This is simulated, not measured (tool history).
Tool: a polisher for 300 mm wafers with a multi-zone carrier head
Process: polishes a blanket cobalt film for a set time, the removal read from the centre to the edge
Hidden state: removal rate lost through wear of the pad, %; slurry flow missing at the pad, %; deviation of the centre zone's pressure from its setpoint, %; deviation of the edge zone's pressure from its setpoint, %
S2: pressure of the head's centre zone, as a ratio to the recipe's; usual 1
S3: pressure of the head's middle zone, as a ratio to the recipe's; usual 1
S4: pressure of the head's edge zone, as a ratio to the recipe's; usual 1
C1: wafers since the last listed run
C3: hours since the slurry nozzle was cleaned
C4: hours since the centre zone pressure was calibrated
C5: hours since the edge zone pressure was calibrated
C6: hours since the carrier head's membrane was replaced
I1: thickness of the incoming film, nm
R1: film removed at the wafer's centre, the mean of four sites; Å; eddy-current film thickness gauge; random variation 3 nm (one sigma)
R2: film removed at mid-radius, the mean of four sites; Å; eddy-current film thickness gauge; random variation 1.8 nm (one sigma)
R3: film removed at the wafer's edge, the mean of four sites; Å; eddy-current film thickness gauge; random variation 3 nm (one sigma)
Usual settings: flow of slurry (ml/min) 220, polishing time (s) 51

Run 1, day 0: usual settings but S3 1.04; C1 0; wafers polished on this pad 2076; C3 370.8; C4 204.1; C5 135.2; C6 1276.3; I1 717.8. Result: R1 2763 Å, R2 2817 Å, R3 2767 Å.
At day 1.571: worn pad replaced by a new one.
Run 2, day 2.879: usual settings but S3 0.92; C1 820; wafers polished on this pad 395; C3 439.9; C4 273.2; C5 204.3; C6 1345.4; I1 702.1. Result: R1 2688 Å, R2 2538 Å, R3 2760 Å.
At day 4.45: centre zone pressure recalibrated.
Run 3, day 5.5: usual settings but S3 0.92; C1 767; wafers polished on this pad 1162; C3 502.8; C4 25.2; C5 267.2; C6 1408.3; I1 699.1. Result: R1 2679 Å, R2 2530 Å, R3 2710 Å.
At day 6.75: edge zone pressure recalibrated.
Run 4, day 7.162: usual settings but S2 1.04; C1 477; wafers polished on this pad 1639; C3 542.7; C4 65.1; C5 9.9; C6 1448.2; I1 711.4. Result: R1 2804 Å, R2 2737 Å, R3 2626 Å.
Run 5, day 8.717: usual settings but S2 1.04; C1 469; wafers polished on this pad 2109; C3 580; C4 102.4; C5 47.2; C6 1485.5; I1 723.1. Result: R1 2805 Å, R2 2731 Å, R3 2697 Å.
At day 10.971: worn pad replaced by a new one.
Run 6, day 11.083: usual settings; C1 665; wafers polished on this pad 34; C3 636.8; C4 159.2; C5 104; C6 1542.3; I1 713.8. Result: R1 2762 Å, R2 2718 Å, R3 2739 Å.
Run 7, day 12.767: usual settings; C1 508; wafers polished on this pad 543; C3 677.2; C4 199.6; C5 144.4; C6 1582.7; I1 698.9. Result: R1 2738 Å, R2 2709 Å, R3 2696 Å.
Run 8, day 14.029: usual settings; C1 381; wafers polished on this pad 924; C3 707.5; C4 229.9; C5 174.7; C6 1613; I1 712.8. Result: R1 2749 Å, R2 2743 Å, R3 2722 Å.
At day 15.208: slurry nozzle cleaned.
Run 9, day 15.988: usual settings; C1 579; wafers polished on this pad 1504; C3 18.7; C4 276.9; C5 221.7; C6 1660; I1 705.4. Result: R1 2742 Å, R2 2721 Å, R3 2714 Å.
At day 17.538: centre zone pressure recalibrated.
Run 10, day 18.854: usual settings but S2 0.96, S3 0.91; C1 841; wafers polished on this pad 2345; C3 87.5; C4 31.6; C5 290.5; C6 1728.8; I1 699.4. Result: R1 2601 Å, R2 2523 Å, R3 2685 Å.
At day 19: edge zone pressure recalibrated.
At day 19.879: worn pad replaced by a new one.
Run 11, day 21.821: usual settings but flow of slurry (ml/min) 195, S3 1.07, S4 0.89; C1 821; wafers polished on this pad 586; C3 158.7; C4 102.8; C5 67.7; C6 1800; I1 711.2. Result: R1 2663 Å, R2 2841 Å, R3 2558 Å.
At day 25.404: carrier head's membrane replaced by a new one.
Run 12, day 26.425: usual settings but flow of slurry (ml/min) 285, S2 1.07, S3 1.1, S4 0.93; C1 1328; wafers polished on this pad 1915; C3 269.2; C4 213.3; C5 178.2; C6 24.5; I1 713.7. Result: R1 2993 Å, R2 3038 Å, R3 2638 Å.
Run 13, day 27.721: usual settings but S2 0.97, S3 0.94, S4 0.89; C1 391; wafers polished on this pad 2307; C3 300.3; C4 244.4; C5 209.3; C6 55.6; I1 712.2. Result: R1 2638 Å, R2 2579 Å, R3 2612 Å.
At day 29.038: worn pad replaced by a new one.
Run 14, day 30.217: usual settings but S2 1.06; C1 704; wafers polished on this pad 356; C3 360.2; C4 304.3; C5 269.2; C6 115.5; I1 711.2. Result: R1 2859 Å, R2 2734 Å, R3 2680 Å.
At day 31.671: centre zone pressure recalibrated.
At day 33.033: edge zone pressure recalibrated.
Run 15, day 33.188: usual settings but S4 0.91; C1 847; wafers polished on this pad 1203; C3 431.5; C4 36.4; C5 3.7; C6 186.8; I1 696.8. Result: R1 2655 Å, R2 2732 Å, R3 2578 Å.
At day 36.512: worn pad replaced by a new one.
Run 16, day 38.975: usual settings but S3 1.05, polishing time (s) 40; C1 1699; wafers polished on this pad 744; C3 570.4; C4 175.3; C5 142.6; C6 325.7; I1 721.2. Result: R1 2106 Å, R2 2224 Å, R3 2105 Å.
Run 17, day 39.996: usual settings but polishing time (s) 38; C1 308; wafers polished on this pad 1053; C3 594.9; C4 199.8; C5 167.1; C6 350.2; I1 706.7. Result: R1 2046 Å, R2 2042 Å, R3 2017 Å.
Run 18, day 41.35: usual settings; C1 409; wafers polished on this pad 1462; C3 627.4; C4 232.3; C5 199.6; C6 382.7; I1 705.8. Result: R1 2691 Å, R2 2711 Å, R3 2668 Å.

4 ways to go on from here, each from the tool as it stands after run 18. What would each give?
Run A, day 41.367: usual settings; C1 5; wafers polished on this pad 1467; C3 627.8; C4 232.7; C5 200; C6 383.1; I1 716.1. Result: R1 ?, R2 ?, R3 ?.
Run B, day 41.367: usual settings but flow of slurry (ml/min) 175; C1 5; wafers polished on this pad 1467; C3 627.8; C4 232.7; C5 200; C6 383.1; I1 716.1. Result: R1 ?, R2 ?, R3 ?.
Run C, day 41.367: usual settings but S4 1.1; C1 5; wafers polished on this pad 1467; C3 627.8; C4 232.7; C5 200; C6 383.1; I1 716.1. Result: R1 ?, R2 ?, R3 ?.
Run D, day 41.367: usual settings but polishing time (s) 59; C1 5; wafers polished on this pad 1467; C3 627.8; C4 232.7; C5 200; C6 383.1; I1 716.1. Result: R1 ?, R2 ?, R3 ?.

run    R1    R2    R3
  A  2692  2718  2706
  B  2615  2649  2654
  C  2692  2718  2799
  D  3115  3145  3130
Without the tool's hidden state the same runs would have given:
run    R1    R2    R3
  A  2692  2718  2706
  B  2615  2649  2654
  C  2692  2718  2799
  D  3115  3145  3130
